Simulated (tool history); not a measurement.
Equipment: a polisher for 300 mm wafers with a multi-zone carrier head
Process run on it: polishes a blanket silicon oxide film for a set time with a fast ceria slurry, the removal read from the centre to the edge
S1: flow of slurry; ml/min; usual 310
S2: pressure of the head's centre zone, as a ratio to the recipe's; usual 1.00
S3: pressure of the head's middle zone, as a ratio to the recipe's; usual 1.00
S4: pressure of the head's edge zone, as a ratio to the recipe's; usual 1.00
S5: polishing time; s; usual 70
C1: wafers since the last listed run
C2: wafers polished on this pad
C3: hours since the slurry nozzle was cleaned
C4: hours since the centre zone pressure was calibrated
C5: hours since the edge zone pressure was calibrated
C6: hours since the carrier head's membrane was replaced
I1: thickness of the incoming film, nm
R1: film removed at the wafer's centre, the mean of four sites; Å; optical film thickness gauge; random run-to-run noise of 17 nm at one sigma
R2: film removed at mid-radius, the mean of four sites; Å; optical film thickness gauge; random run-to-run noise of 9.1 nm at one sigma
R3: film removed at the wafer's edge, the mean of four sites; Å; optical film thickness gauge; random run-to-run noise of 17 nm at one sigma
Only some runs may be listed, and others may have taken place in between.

{"run": 1, "hour": 0.0, "S1": 310, "S2": 1.0, "S3": 1.0, "S4": 1.0, "S5": 60, "C1": 0, "C2": 6206, "C3": 540.6, "C4": 267.7, "C5": 1009.4, "C6": 940.6, "I1": 3024.6, "R1": 9984, "R2": 9875, "R3": 10106}
{"hour": 10.6, "done": "worn pad replaced by a new one"}
{"hour": 76.0, "done": "carrier head's membrane replaced by a new one"}
{"run": 2, "hour": 92.6, "S1": 310, "S2": 1.0, "S3": 1.0, "S4": 1.0, "S5": 70, "C1": 1141, "C2": 1051, "C3": 633.2, "C4": 360.3, "C5": 1102.0, "C6": 16.6, "I1": 3060.2, "R1": 11353, "R2": 11277, "R3": 11511}
{"hour": 154.1, "done": "slurry nozzle cleaned"}
{"run": 3, "hour": 187.0, "S1": 310, "S2": 0.93, "S3": 1.0, "S4": 1.0, "S5": 77, "C1": 1274, "C2": 2326, "C3": 32.9, "C4": 454.7, "C5": 1196.4, "C6": 111.0, "I1": 3072.2, "R1": 10799, "R2": 12117, "R3": 12517}
{"run": 4, "hour": 278.6, "S1": 310, "S2": 1.0, "S3": 1.08, "S4": 1.0, "S5": 87, "C1": 1250, "C2": 3576, "C3": 124.5, "C4": 546.3, "C5": 1288.0, "C6": 202.6, "I1": 3097.3, "R1": 13558, "R2": 14341, "R3": 13829}
{"hour": 301.1, "done": "centre zone pressure recalibrated"}
{"hour": 351.9, "done": "edge zone pressure recalibrated"}
{"run": 5, "hour": 353.2, "S1": 310, "S2": 1.0, "S3": 0.92, "S4": 1.0, "S5": 70, "C1": 963, "C2": 4540, "C3": 199.1, "C4": 52.1, "C5": 1.3, "C6": 277.2, "I1": 3048.4, "R1": 10309, "R2": 10026, "R3": 10888}
{"run": 6, "hour": 452.4, "S1": 350, "S2": 0.89, "S3": 0.88, "S4": 1.0, "S5": 81, "C1": 1354, "C2": 5894, "C3": 298.3, "C4": 151.3, "C5": 100.5, "C6": 376.4, "I1": 3069.8, "R1": 10978, "R2": 11360, "R3": 13274}
{"hour": 510.5, "done": "worn pad replaced by a new one"}
{"run": 7, "hour": 527.4, "S1": 230, "S2": 1.0, "S3": 0.88, "S4": 1.06, "S5": 70, "C1": 969, "C2": 231, "C3": 373.3, "C4": 226.3, "C5": 175.5, "C6": 451.4, "I1": 3052.1, "R1": 9556, "R2": 8918, "R3": 10811}
{"run": 8, "hour": 629.6, "S1": 310, "S2": 1.0, "S3": 0.9, "S4": 1.0, "S5": 70, "C1": 1395, "C2": 1626, "C3": 475.5, "C4": 328.5, "C5": 277.7, "C6": 553.6, "I1": 3103.6, "R1": 9951, "R2": 9670, "R3": 11001}
{"hour": 656.3, "done": "slurry nozzle cleaned, repeated, since the last time left the tool worse"}
{"hour": 820.5, "done": "centre zone pressure recalibrated"}
{"run": 9, "hour": 833.2, "S1": 310, "S2": 1.05, "S3": 0.91, "S4": 1.0, "S5": 70, "C1": 2738, "C2": 4364, "C3": 176.9, "C4": 12.7, "C5": 481.3, "C6": 757.2, "I1": 3040.2, "R1": 12247, "R2": 10821, "R3": 11745}
{"run": 10, "hour": 881.1, "S1": 310, "S2": 1.0, "S3": 1.08, "S4": 1.0, "S5": 70, "C1": 653, "C2": 5018, "C3": 224.8, "C4": 60.6, "C5": 529.2, "C6": 805.1, "I1": 3131.9, "R1": 11459, "R2": 12524, "R3": 11904}
{"hour": 1014.4, "done": "worn pad replaced by a new one"}
{"hour": 1068.0, "done": "carrier head's membrane replaced by a new one"}
{"run": 11, "hour": 1159.6, "S1": 350, "S2": 0.89, "S3": 0.88, "S4": 1.0, "S5": 81, "C1": 3678, "C2": 1913, "C3": 503.3, "C4": 339.1, "C5": 807.7, "C6": 91.6, "I1": 3064.6, "R1": 11998, "R2": 12279, "R3": 13621}
{"run": 12, "hour": 1209.9, "S1": 310, "S2": 1.0, "S3": 1.0, "S4": 1.0, "S5": 70, "C1": 686, "C2": 2600, "C3": 553.6, "C4": 389.4, "C5": 858.0, "C6": 141.9, "I1": 3033.9, "R1": 11482, "R2": 11311, "R3": 11703}
{"hour": 1243.8, "done": "slurry nozzle cleaned"}
{"run": 13, "hour": 1275.1, "S1": 390, "S2": 1.0, "S3": 1.0, "S4": 1.0, "S5": 47, "C1": 876, "C2": 3476, "C3": 31.3, "C4": 454.6, "C5": 923.2, "C6": 207.1, "I1": 3065.1, "R1": 7989, "R2": 8139, "R3": 8198}
{"hour": 1332.8, "done": "centre zone pressure recalibrated"}
{"run": 14, "hour": 1348.7, "S1": 350, "S2": 1.0, "S3": 1.0, "S4": 1.07, "S5": 70, "C1": 977, "C2": 4453, "C3": 104.9, "C4": 15.9, "C5": 996.8, "C6": 280.7, "I1": 3086.6, "R1": 11848, "R2": 12035, "R3": 12475}
{"run": 15, "hour": 1409.8, "S1": 310, "S2": 1.1, "S3": 1.0, "S4": 1.0, "S5": 89, "C1": 834, "C2": 5287, "C3": 166.0, "C4": 77.0, "C5": 1057.9, "C6": 341.8, "I1": 3020.6, "R1": 16143, "R2": 15002, "R3": 15606}
{"run": 16, "hour": 1461.7, "S1": 310, "S2": 1.0, "S3": 1.0, "S4": 1.0, "S5": 70, "C1": 708, "C2": 5996, "C3": 217.9, "C4": 128.9, "C5": 1109.8, "C6": 393.7, "I1": 3073.7, "R1": 11682, "R2": 11540, "R3": 11983}
{"hour": 1479.4, "done": "worn pad replaced by a new one"}
{"run": 17, "hour": 1520.9, "S1": 310, "S2": 1.11, "S3": 1.09, "S4": 1.07, "S5": 70, "C1": 753, "C2": 566, "C3": 277.1, "C4": 188.1, "C5": 1169.0, "C6": 452.9, "I1": 3066.9, "R1": 13007, "R2": 12605, "R3": 12617}
{"run": 18, "hour": 1594.8, "S1": 310, "S2": 1.11, "S3": 1.0, "S4": 1.0, "S5": 70, "C1": 1008, "C2": 1574, "C3": 351.0, "C4": 262.0, "C5": 1242.9, "C6": 526.8, "I1": 3090.8, "R1": 12872, "R2": 11576, "R3": 12027}
{"hour": 1637.2, "done": "edge zone pressure recalibrated"}
{"run": 19, "hour": 1675.7, "S1": 310, "S2": 1.0, "S3": 1.0, "S4": 1.0, "S5": 70, "C1": 1077, "C2": 2651, "C3": 431.9, "C4": 342.9, "C5": 38.5, "C6": 607.7, "I1": 3029.5, "R1": 11699, "R2": 11767, "R3": 11948}
{"run": 20, "hour": 1748.2, "S1": 310, "S2": 1.0, "S3": 1.0, "S4": 1.0, "S5": 70, "C1": 989, "C2": 3641, "C3": 504.4, "C4": 415.4, "C5": 111.0, "C6": 680.2, "I1": 3017.7, "R1": 11505, "R2": 11518, "R3": 11992}
{"run": 21, "hour": 1815.1, "S1": 310, "S2": 1.0, "S3": 1.0, "S4": 0.93, "S5": 70, "C1": 913, "C2": 4554, "C3": 571.3, "C4": 482.3, "C5": 177.9, "C6": 747.1, "I1": 3034.9, "R1": 11773, "R2": 11589, "R3": 11674}
{"hour": 1818.7, "done": "centre zone pressure recalibrated"}
{"run": 22, "hour": 1889.9, "S1": 310, "S2": 1.0, "S3": 1.0, "S4": 1.0, "S5": 70, "C1": 993, "C2": 5548, "C3": 646.1, "C4": 71.2, "C5": 252.7, "C6": 821.9, "I1": 2998.8, "R1": 11540, "R2": 11414, "R3": 11835}

3 ways to go on from here, each from the tool as it stands after run 22. What would each give?
{"run": "A", "hour": 1890.3, "S1": 340, "S2": 1.0, "S3": 1.0, "S4": 1.0, "S5": 70, "C1": 5, "C2": 5553, "C3": 646.5, "C4": 71.6, "C5": 253.1, "C6": 822.3, "I1": 3094.4, "R1": "?", "R2": "?", "R3": "?"}
{"run": "B", "hour": 1890.3, "S1": 275, "S2": 1.0, "S3": 1.08, "S4": 1.0, "S5": 62, "C1": 5, "C2": 5553, "C3": 646.5, "C4": 71.6, "C5": 253.1, "C6": 822.3, "I1": 3094.4, "R1": "?", "R2": "?", "R3": "?"}
{"run": "C", "hour": 1890.3, "S1": 310, "S2": 1.04, "S3": 1.05, "S4": 0.91, "S5": 70, "C1": 5, "C2": 5553, "C3": 646.5, "C4": 71.6, "C5": 253.1, "C6": 822.3, "I1": 3094.4, "R1": "?", "R2": "?", "R3": "?"}

run=A R1=11707 R2=11699 R3=11933
run=B R1=10061 R2=10743 R3=10342
run=C R1=12017 R2=12043 R3=11449
The same runs, with their run-to-run variation unchanged, on a tool lacking any hidden condition would have given:
run=A R1=11978 R2=11942 R3=12122
run=B R1=10356 R2=11025 R3=10545
run=C R1=12325 R2=12320 R3=11649

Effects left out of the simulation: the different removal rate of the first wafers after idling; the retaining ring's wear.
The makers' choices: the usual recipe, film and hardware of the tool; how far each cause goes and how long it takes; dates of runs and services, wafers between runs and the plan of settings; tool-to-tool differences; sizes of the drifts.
